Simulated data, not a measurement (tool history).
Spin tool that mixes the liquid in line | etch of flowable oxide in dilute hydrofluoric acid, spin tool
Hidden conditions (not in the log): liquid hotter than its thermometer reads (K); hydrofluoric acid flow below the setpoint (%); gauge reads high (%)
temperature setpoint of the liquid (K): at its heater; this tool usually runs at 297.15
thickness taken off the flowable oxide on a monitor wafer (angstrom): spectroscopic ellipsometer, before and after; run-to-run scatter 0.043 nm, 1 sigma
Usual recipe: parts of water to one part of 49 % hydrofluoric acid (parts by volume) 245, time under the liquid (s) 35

run   hour  temperature setpoint of the liquid (K)  parts of water to one part of 49 % hydrofluoric acid (parts by volume)  time under the liquid (s)  wafers since the last listed run  hours since the thermometer was replaced  hours since the hydrofluoric acid flow meter was replaced  hours since the gauge calibration  read-back film thickness of the flowable oxide reference wafer, read on the same gauge (nm)  thickness taken off the flowable oxide on a monitor wafer (angstrom)
  1      0                                  295.15                                                                     195                         35                                 0                                    1913.9                                                      482.2                                291                                                                                       140.69                                                                  71.5
      31.4  -- hydrofluoric acid flow meter replaced
  2   31.9                                  295.15                                                                     195                         35                               501                                    1945.8                                                        0.5                              322.9                                                                                       140.84                                                                  70.8
  3   51.5                                  297.15                                                                     245                         35                               318                                    1965.4                                                       20.1                              342.5                                                                                       140.94                                                                  58.1
  4   82.4                                  297.15                                                                     245                         35                               501                                    1996.3                                                         51                              373.4                                                                                       141.13                                                                  58.4
  5  112.2                                  297.15                                                                     315                         35                               483                                    2026.1                                                       80.8                              403.2                                                                                       141.31                                                                  41.9
  6  142.1                                  297.15                                                                     315                         35                               485                                      2056                                                      110.7                              433.1                                                                                        141.5                                                                  41.8
  7  166.7                                  297.15                                                                     315                         35                               399                                    2080.6                                                      135.3                              457.7                                                                                        141.7                                                                  42.4
  8  190.7                                  297.15                                                                     245                         35                               389                                    2104.6                                                      159.3                              481.7                                                                                       141.85                                                                  58.6
  9  203.6                                  297.15                                                                     245                         35                               209                                    2117.5                                                      172.2                              494.6                                                                                          142                                                                  59.4
 10  222.5                                  297.15                                                                     245                         35                               306                                    2136.4                                                      191.1                              513.5                                                                                       142.15                                                                  59.1
 11  240.9                                  297.15                                                                     245                         35                               298                                    2154.8                                                      209.5                              531.9                                                                                       142.33                                                                  59.5
 12  260.2                                  297.15                                                                     245                         35                               313                                    2174.1                                                      228.8                              551.2                                                                                       142.49                                                                  59.1
 13    287                                  297.15                                                                     245                         35                               435                                    2200.9                                                      255.6                                578                                                                                       142.72                                                                  58.8
 14  302.3                                  297.15                                                                     245                         15                               248                                    2216.2                                                      270.9                              593.3                                                                                       142.88                                                                  25.4
 15  327.2                                  297.15                                                                     245                         35                               404                                    2241.1                                                      295.8                              618.2                                                                                       143.14                                                                  59.5
       356  -- thermometer replaced
 16  356.5                                  293.65                                                                     180                         55                               459                                       0.5                                                      325.1                              647.5                                                                                       143.41                                                                 119.3
 17  370.8                                  294.65                                                                     340                         25                               232                                      14.8                                                      339.4                              661.8                                                                                        143.6                                                                  25.6
 18  392.4                                  293.15                                                                     340                         25                               350                                      36.4                                                        361                              683.4                                                                                       143.83                                                                  24.3
     400.4  -- gauge calibrated
 19  411.5                                  302.15                                                                     170                         20                               310                                      55.5                                                      380.1                               11.1                                                                                       140.13                                                                  61.8
 20  436.8                                  299.65                                                                     130                         45                               410                                      80.8                                                      405.4                               36.4                                                                                        140.1                                                                 175.7
 21    457                                  297.15                                                                     245                         35                               327                                       101                                                      425.6                               56.6                                                                                       140.14                                                                  58.3
 22  472.3                                  297.15                                                                     245                         35                               248                                     116.3                                                      440.9                               71.9                                                                                       140.14                                                                  57.9
     514.7  -- hydrofluoric acid flow meter replaced
 23  523.2                                  297.15                                                                     245                         35                               810                                     167.2                                                        8.5                              122.8                                                                                       140.21                                                                  57.6
 24  553.9                                  294.15                                                                     155                         35                               498                                     197.9                                                       39.2                              153.5                                                                                       140.32                                                                  89.3
 25  574.8                                  297.15                                                                     245                         35                               339                                     218.8                                                       60.1                              174.4                                                                                       140.37                                                                  58.6
 26  669.7                                  293.65                                                                     245                         40                              1540                                     313.7                                                        155                              269.3                                                                                        140.7                                                                    58

Some steps in thickness taken off the flowable oxide on a monitor wafer (angstrom) between neighbouring runs. How much of each would the tool show without its hidden state too (settings, what came in, random variation), and how much is left for the hidden state, with any gauge scatter that isn't in both results?
Run 15 -> 16: temperature setpoint of the liquid (K) 297.15 -> 293.65, parts of water to one part of 49 % hydrofluoric acid (parts by volume) 245 -> 180, time under the liquid (s) 35 -> 55, thermometer replaced. thickness taken off the flowable oxide on a monitor wafer (angstrom) +59.8: hidden state +1.5, all else +58.3.
Run 16 -> 17: temperature setpoint of the liquid (K) 293.65 -> 294.65, parts of water to one part of 49 % hydrofluoric acid (parts by volume) 180 -> 340, time under the liquid (s) 55 -> 25. thickness taken off the flowable oxide on a monitor wafer (angstrom) -93.7: hidden state -2.2, all else -91.5.
Run 19 -> 20: temperature setpoint of the liquid (K) 302.15 -> 299.65, parts of water to one part of 49 % hydrofluoric acid (parts by volume) 170 -> 130, time under the liquid (s) 20 -> 45. thickness taken off the flowable oxide on a monitor wafer (angstrom) +113.9: hidden state +0.1, all else +113.8.
Run 20 -> 21: temperature setpoint of the liquid (K) 299.65 -> 297.15, parts of water to one part of 49 % hydrofluoric acid (parts by volume) 130 -> 245, time under the liquid (s) 45 -> 35. thickness taken off the flowable oxide on a monitor wafer (angstrom) -117.4: hidden state -0.1, all else -117.3.

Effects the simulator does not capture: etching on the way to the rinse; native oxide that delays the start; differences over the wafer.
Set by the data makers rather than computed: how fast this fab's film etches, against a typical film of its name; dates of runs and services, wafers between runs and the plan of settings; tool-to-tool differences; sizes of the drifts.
